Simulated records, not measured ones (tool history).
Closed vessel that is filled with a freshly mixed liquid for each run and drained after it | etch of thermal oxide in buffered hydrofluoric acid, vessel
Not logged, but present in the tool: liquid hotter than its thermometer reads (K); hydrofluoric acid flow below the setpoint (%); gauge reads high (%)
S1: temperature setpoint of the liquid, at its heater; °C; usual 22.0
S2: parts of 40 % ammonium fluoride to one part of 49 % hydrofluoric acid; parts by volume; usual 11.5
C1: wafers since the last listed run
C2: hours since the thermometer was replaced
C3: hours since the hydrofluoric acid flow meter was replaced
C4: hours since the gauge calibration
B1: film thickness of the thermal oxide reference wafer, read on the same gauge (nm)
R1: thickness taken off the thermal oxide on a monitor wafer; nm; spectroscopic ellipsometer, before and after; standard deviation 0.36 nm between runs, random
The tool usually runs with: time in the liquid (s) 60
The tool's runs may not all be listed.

{"run": 1, "hour": 0.0, "S1": 22.0, "S2": 14.0, "time in the liquid (s)": 60, "C1": 0, "C2": 268.6, "C3": 1202.2, "C4": 850.4, "B1": 60.04, "R1": 41.57}
{"run": 2, "hour": 77.9, "S1": 22.0, "S2": 14.0, "time in the liquid (s)": 60, "C1": 10665, "C2": 346.5, "C3": 1280.1, "C4": 928.3, "B1": 59.97, "R1": 41.53}
{"run": 3, "hour": 151.4, "S1": 22.0, "S2": 14.0, "time in the liquid (s)": 60, "C1": 10062, "C2": 420.0, "C3": 1353.6, "C4": 1001.8, "B1": 60.02, "R1": 42.12}
{"run": 4, "hour": 188.8, "S1": 22.0, "S2": 11.5, "time in the liquid (s)": 60, "C1": 5120, "C2": 457.4, "C3": 1391.0, "C4": 1039.2, "B1": 60.01, "R1": 51.04}
{"run": 5, "hour": 239.7, "S1": 22.0, "S2": 11.5, "time in the liquid (s)": 60, "C1": 6968, "C2": 508.3, "C3": 1441.9, "C4": 1090.1, "B1": 60.01, "R1": 50.99}
{"hour": 265.4, "done": "thermometer replaced"}
{"run": 6, "hour": 320.5, "S1": 22.0, "S2": 11.5, "time in the liquid (s)": 60, "C1": 10925, "C2": 55.1, "C3": 1522.7, "C4": 1170.9, "B1": 60.03, "R1": 48.06}
{"run": 7, "hour": 361.3, "S1": 22.0, "S2": 11.5, "time in the liquid (s)": 60, "C1": 5585, "C2": 95.9, "C3": 1563.5, "C4": 1211.7, "B1": 60.02, "R1": 48.53}
{"run": 8, "hour": 426.1, "S1": 22.0, "S2": 11.5, "time in the liquid (s)": 60, "C1": 8871, "C2": 160.7, "C3": 1628.3, "C4": 1276.5, "B1": 60.0, "R1": 48.62}
{"run": 9, "hour": 472.4, "S1": 21.0, "S2": 11.5, "time in the liquid (s)": 60, "C1": 6338, "C2": 207.0, "C3": 1674.6, "C4": 1322.8, "B1": 59.98, "R1": 46.75}
{"run": 10, "hour": 519.0, "S1": 22.0, "S2": 11.5, "time in the liquid (s)": 60, "C1": 6379, "C2": 253.6, "C3": 1721.2, "C4": 1369.4, "B1": 59.99, "R1": 49.67}
{"run": 11, "hour": 568.6, "S1": 22.0, "S2": 11.5, "time in the liquid (s)": 60, "C1": 6790, "C2": 303.2, "C3": 1770.8, "C4": 1419.0, "B1": 59.99, "R1": 50.13}
{"run": 12, "hour": 632.7, "S1": 22.0, "S2": 11.5, "time in the liquid (s)": 60, "C1": 8775, "C2": 367.3, "C3": 1834.9, "C4": 1483.1, "B1": 59.98, "R1": 49.96}
{"hour": 689.6, "done": "gauge calibrated"}
{"hour": 800.2, "done": "thermometer replaced"}
{"run": 13, "hour": 839.4, "S1": 22.0, "S2": 11.5, "time in the liquid (s)": 60, "C1": 28161, "C2": 39.2, "C3": 2041.6, "C4": 149.8, "B1": 60.0, "R1": 54.76}
{"run": 14, "hour": 880.1, "S1": 22.0, "S2": 11.5, "time in the liquid (s)": 60, "C1": 5572, "C2": 79.9, "C3": 2082.3, "C4": 190.5, "B1": 60.03, "R1": 55.42}
{"run": 15, "hour": 961.5, "S1": 22.0, "S2": 11.5, "time in the liquid (s)": 70, "C1": 11144, "C2": 161.3, "C3": 2163.7, "C4": 271.9, "B1": 60.02, "R1": 64.68}
{"run": 16, "hour": 1009.4, "S1": 18.0, "S2": 11.5, "time in the liquid (s)": 60, "C1": 6557, "C2": 209.2, "C3": 2211.6, "C4": 319.8, "B1": 59.97, "R1": 44.53}
{"run": 17, "hour": 1110.8, "S1": 22.0, "S2": 8.5, "time in the liquid (s)": 70, "C1": 13882, "C2": 310.6, "C3": 2313.0, "C4": 421.2, "B1": 59.97, "R1": 85.36}
{"run": 18, "hour": 1158.6, "S1": 22.0, "S2": 13.5, "time in the liquid (s)": 90, "C1": 6544, "C2": 358.4, "C3": 2360.8, "C4": 469.0, "B1": 60.01, "R1": 73.54}
{"run": 19, "hour": 1200.4, "S1": 22.0, "S2": 11.5, "time in the liquid (s)": 60, "C1": 5722, "C2": 400.2, "C3": 2402.6, "C4": 510.8, "B1": 59.99, "R1": 56.83}
{"hour": 1287.5, "done": "thermometer replaced, repeated, since the last time left the tool worse"}
{"run": 20, "hour": 1290.5, "S1": 17.5, "S2": 11.5, "time in the liquid (s)": 85, "C1": 12198, "C2": 3.0, "C3": 2492.7, "C4": 600.9, "B1": 59.97, "R1": 52.98}
{"run": 21, "hour": 1344.5, "S1": 17.0, "S2": 11.5, "time in the liquid (s)": 80, "C1": 7392, "C2": 57.0, "C3": 2546.7, "C4": 654.9, "B1": 59.96, "R1": 49.49}
{"hour": 1363.1, "done": "hydrofluoric acid flow meter replaced"}
{"run": 22, "hour": 1438.7, "S1": 17.5, "S2": 9.5, "time in the liquid (s)": 60, "C1": 12759, "C2": 151.2, "C3": 75.6, "C4": 749.1, "B1": 59.99, "R1": 44.7}
{"run": 23, "hour": 1486.3, "S1": 22.0, "S2": 11.5, "time in the liquid (s)": 60, "C1": 6516, "C2": 198.8, "C3": 123.2, "C4": 796.7, "B1": 60.02, "R1": 49.45}

What will run 24 give?
{"run": 24, "hour": 1576.3, "S1": 22.0, "S2": 11.5, "time in the liquid (s)": 85, "C1": 12321, "C2": 288.8, "C3": 213.2, "C4": 886.7, "B1": "?", "R1": "?"}

{"run 24": {"B1": 59.99, "R1": 70.97}}
If the tool had no hidden condition, the same run with the same run-to-run variation would have returned R1 68.24 nm.
